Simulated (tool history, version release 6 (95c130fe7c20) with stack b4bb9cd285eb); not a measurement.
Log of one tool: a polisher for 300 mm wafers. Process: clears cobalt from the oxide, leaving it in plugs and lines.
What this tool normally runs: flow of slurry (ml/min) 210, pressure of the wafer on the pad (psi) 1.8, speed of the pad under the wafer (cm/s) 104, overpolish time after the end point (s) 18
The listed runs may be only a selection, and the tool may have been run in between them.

run	hour	flow of slurry (ml/min)	pressure of the wafer on the pad (psi)	speed of the pad under the wafer (cm/s)	overpolish time after the end point (s)	incoming thickness of the incoming film, nm	time until the end point was called (s)	dishing of a wide line in a test structure (Å)
1	0	210	1.8	126	9	223.1	48.2	330
2	29.6	210	1.8	126	9	219.6	48.7	333
# hour 47.9: worn pad replaced by a new one
3	51.7	210	1.8	126	9	218.2	45	355
4	71.3	210	2.2	120	18	218.8	42.1	550
5	89.9	210	2.2	120	18	219.6	43.2	548
6	123	210	1.8	104	18	222.1	56.2	465
7	146.1	210	1.8	104	18	218.7	57.5	494
8	177.2	210	1.8	104	18	220.4	59.1	464
9	198.6	210	2.1	104	18	221.7	57.6	477
# hour 216.4: worn pad replaced by a new one
10	230.1	210	2.1	104	18	217.6	49.2	508
11	251.1	210	2.1	104	18	224.4	51.5	503
12	286.9	210	1.8	104	18	221.3	56.6	477
13	319.8	210	1.6	104	18	217.3	59.8	449
# hour 326.7: slurry nozzle cleaned
14	344.2	185	2.3	92	9	221.7	59.4	299
15	360.9	210	1.8	138	24	218.4	45.4	609
# hour 368: head pressure recalibrated
# hour 384.5: worn pad replaced by a new one
16	385	260	1.8	104	13	217.5	52.7	400
17	471.3	210	1.2	104	28	221.7	71	534
18	499.4	210	1.8	104	18	224.3	60.2	472
# hour 511.7: worn pad replaced by a new one
19	528.2	210	1.8	104	18	220.8	54.8	472
20	563.1	210	2.2	138	18	218.6	37.5	584
21	593.3	210	1.8	104	18	220.7	57.4	491
22	616.1	255	1.5	104	18	218.9	63.6	466
# hour 651.4: slurry nozzle cleaned
# hour 671.4: worn pad replaced by a new one
23	693.8	155	1.2	88	9	220.4	88.1	221
24	711.5	210	2.2	120	18	222.2	42.6	571
25	740.9	210	2	104	18	219.6	53	504

Consider 5 possible next runs. They are alternatives, not a sequence: every one starts from the tool as it was left by run 25. What does each give?
A	741.3	210	1.8	104	18	219.7	?	?
B	741.3	155	1.5	78	25	219.7	?	?
C	741.3	245	2.2	104	11	219.7	?	?
D	741.3	210	1.8	104	7	219.7	?	?
E	741.3	210	1.8	84	18	219.7	?	?

run	time until the end point was called (s)	dishing of a wide line in a test structure (Å)
A	55	488
B	85	460
C	47.7	393
D	55	252
E	68.1	430
Had the tool no hidden state, the same runs would have come out as:
run	time until the end point was called (s)	dishing of a wide line in a test structure (Å)
A	53.4	496
B	82.6	469
C	46.3	400
D	53.4	258
E	66.2	438
